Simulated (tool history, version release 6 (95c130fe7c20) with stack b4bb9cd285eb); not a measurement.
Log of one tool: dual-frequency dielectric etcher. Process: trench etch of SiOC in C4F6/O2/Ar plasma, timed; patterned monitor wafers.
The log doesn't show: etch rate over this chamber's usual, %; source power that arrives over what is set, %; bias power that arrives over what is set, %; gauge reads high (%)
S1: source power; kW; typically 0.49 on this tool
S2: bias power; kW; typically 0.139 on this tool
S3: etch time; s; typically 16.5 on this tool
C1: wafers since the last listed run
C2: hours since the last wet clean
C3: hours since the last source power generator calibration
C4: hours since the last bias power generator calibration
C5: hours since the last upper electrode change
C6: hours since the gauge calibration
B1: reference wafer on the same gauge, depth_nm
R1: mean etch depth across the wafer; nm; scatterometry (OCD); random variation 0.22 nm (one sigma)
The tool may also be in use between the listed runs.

| run | hour | S1 | S2 | S3 | C1 | C2 | C3 | C4 | C5 | C6 | B1 | R1 |
|---|---|---|---|---|---|---|---|---|---|---|---|---|
| 1 | 0 | 0.54 | 0.139 | 16.5 | 0 | 139.5 | 3354.7 | 1550.7 | 4865.1 | 366.7 | 36.93 | 33.04 |
| 2 | 79.7 | 0.54 | 0.139 | 16.5 | 1351 | 219.2 | 3434.4 | 1630.4 | 4944.8 | 446.4 | 36.88 | 32.48 |
| 3 | 95.5 | 0.54 | 0.139 | 16.5 | 268 | 235 | 3450.2 | 1646.2 | 4960.6 | 462.2 | 36.89 | 32.72 |
| 4 | 110.8 | 0.49 | 0.139 | 16.5 | 259 | 250.3 | 3465.5 | 1661.5 | 4975.9 | 477.5 | 36.81 | 31.26 |
| 5 | 138.6 | 0.49 | 0.139 | 16.5 | 471 | 278.1 | 3493.3 | 1689.3 | 5003.7 | 505.3 | 36.87 | 31.09 |
| 6 | 153.4 | 0.49 | 0.139 | 18 | 251 | 292.9 | 3508.1 | 1704.1 | 5018.5 | 520.1 | 36.98 | 33.9 |
| 7 | 186.8 | 0.49 | 0.139 | 18 | 566 | 326.3 | 3541.5 | 1737.5 | 5051.9 | 553.5 | 36.92 | 33.84 |
|  | 226.3 | upper electrode replaced |
| 8 | 226.8 | 0.49 | 0.139 | 16.5 | 271 | 366.3 | 3581.5 | 1777.5 | 0.5 | 593.5 | 36.95 | 31.38 |
| 9 | 238.9 | 0.49 | 0.139 | 16.5 | 205 | 378.4 | 3593.6 | 1789.6 | 12.6 | 605.6 | 36.83 | 31.31 |
|  | 259.8 | gauge calibrated |
|  | 307.6 | bias power generator calibrated |
| 10 | 338.2 | 0.49 | 0.139 | 17.5 | 1616 | 477.7 | 3692.9 | 30.6 | 111.9 | 78.4 | 36.87 | 32.79 |
| 11 | 357.7 | 0.59 | 0.139 | 18.5 | 330 | 497.2 | 3712.4 | 50.1 | 131.4 | 97.9 | 37.01 | 36.67 |

For run 12, what comes out?
| 12 | 370.1 | 0.49 | 0.11 | 16.5 | 210 | 509.6 | 3724.8 | 62.5 | 143.8 | 110.3 | ? | ? |

Run 12 gave B1 36.89, R1 27.22 nm.
With the hidden condition absent and the run-to-run variation left alone, this run would have shown R1 28.84 nm.
